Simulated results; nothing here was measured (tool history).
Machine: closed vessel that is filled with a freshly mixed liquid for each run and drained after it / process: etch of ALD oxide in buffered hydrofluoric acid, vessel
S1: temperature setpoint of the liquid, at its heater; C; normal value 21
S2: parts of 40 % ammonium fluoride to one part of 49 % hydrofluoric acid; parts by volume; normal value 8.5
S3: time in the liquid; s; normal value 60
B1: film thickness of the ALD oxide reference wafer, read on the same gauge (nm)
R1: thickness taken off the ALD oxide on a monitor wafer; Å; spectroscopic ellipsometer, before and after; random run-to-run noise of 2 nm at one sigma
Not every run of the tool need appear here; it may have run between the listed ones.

run,hour,S1,S2,S3,B1,R1
1,0,21,8.5,60,90,2404
2,97.6,21,8.5,60,90,2443.3
3,169.6,21,6,60,90.03,3408.8
4,243.9,21,6,60,89.98,3367.2
5,301.7,21,8.5,60,89.93,2368.9
6,356.9,21,8.5,60,90.02,2342.5
7,415.6,21,8.5,60,90,2340
8,498,21,11,60,90.01,1892.2
9,775.6,21,8.5,60,89.96,2308.1
10,882.3,21,8.5,60,89.98,2288.7
11,976.1,21,9.5,60,90.02,2099.8
12,1060.8,21,9.5,60,90.02,2111.2
# hour 1101: thermometer replaced
13,1109.3,21,6.5,60,90,3076
14,1171.8,21,8.5,75,89.94,2844.9
15,1240.5,21,8.5,60,90.07,2268.5
16,1303.1,21,8.5,60,90.01,2246
17,1378.3,25,8.5,85,90.04,3959.5
# hour 1433.9: hydrofluoric acid flow meter replaced
18,1453.5,21,8.5,45,89.97,1793.9
# hour 1494.3: gauge calibrated
19,1526.1,19.5,6.5,60,90.02,2943.3
20,1631.3,25.5,11.5,30,89.97,1176.2
21,1668.8,21,8.5,85,89.99,3332.6
22,1730.4,21,8.5,60,89.98,2332.1
23,1769,21,8.5,95,90.02,3709.7
24,1807.5,25,7.5,85,90.03,4673.5
25,1959.4,21,11.5,40,90.03,1215.6
26,2007.1,21,6.5,45,89.98,2335.6
27,2046.8,21,5.5,75,90.03,4405.9
28,2100,21,8.5,60,90.04,2304.5
29,2172.1,25,8.5,40,89.98,1939.9
30,2252.1,21,8.5,60,89.99,2264
# hour 2336: thermometer replaced
31,2341.7,21,8.5,60,90.01,2258.6
32,2438.1,21,11,50,90.04,1524.8
33,2532.4,21,8.5,60,90.06,2254.7
34,2583.9,21,8.5,90,89.99,3401.2

For some of the steps in R1 from one run to the next: how much would appear even if the tool had no hidden state, given the settings, what came in and random variation, and how much remains for the hidden state plus any gauge scatter that the measured result and the result without hidden state don't share?
What the log doesn't record here: liquid colder than its thermometer reads (K); hydrofluoric acid flow below the setpoint (%); gauge reads high (%).
Run 16 -> 17: S1 21 -> 25, S3 60 -> 85. R1 +1713.5 Å: hidden state -151.8, all else +1865.3.
Run 17 -> 18: S1 25 -> 21, S3 85 -> 45, hydrofluoric acid flow meter replaced. R1 -2165.6 Å: hidden state +296.4, all else -2462.
Run 20 -> 21: S1 25.5 -> 21, S2 11.5 -> 8.5, S3 30 -> 85. R1 +2156.4 Å: hidden state -83.1, all else +2239.5.
Run 24 -> 25: S1 25 -> 21, S2 7.5 -> 11.5, S3 85 -> 40. R1 -3457.9 Å: hidden state +147.4, all else -3605.3.

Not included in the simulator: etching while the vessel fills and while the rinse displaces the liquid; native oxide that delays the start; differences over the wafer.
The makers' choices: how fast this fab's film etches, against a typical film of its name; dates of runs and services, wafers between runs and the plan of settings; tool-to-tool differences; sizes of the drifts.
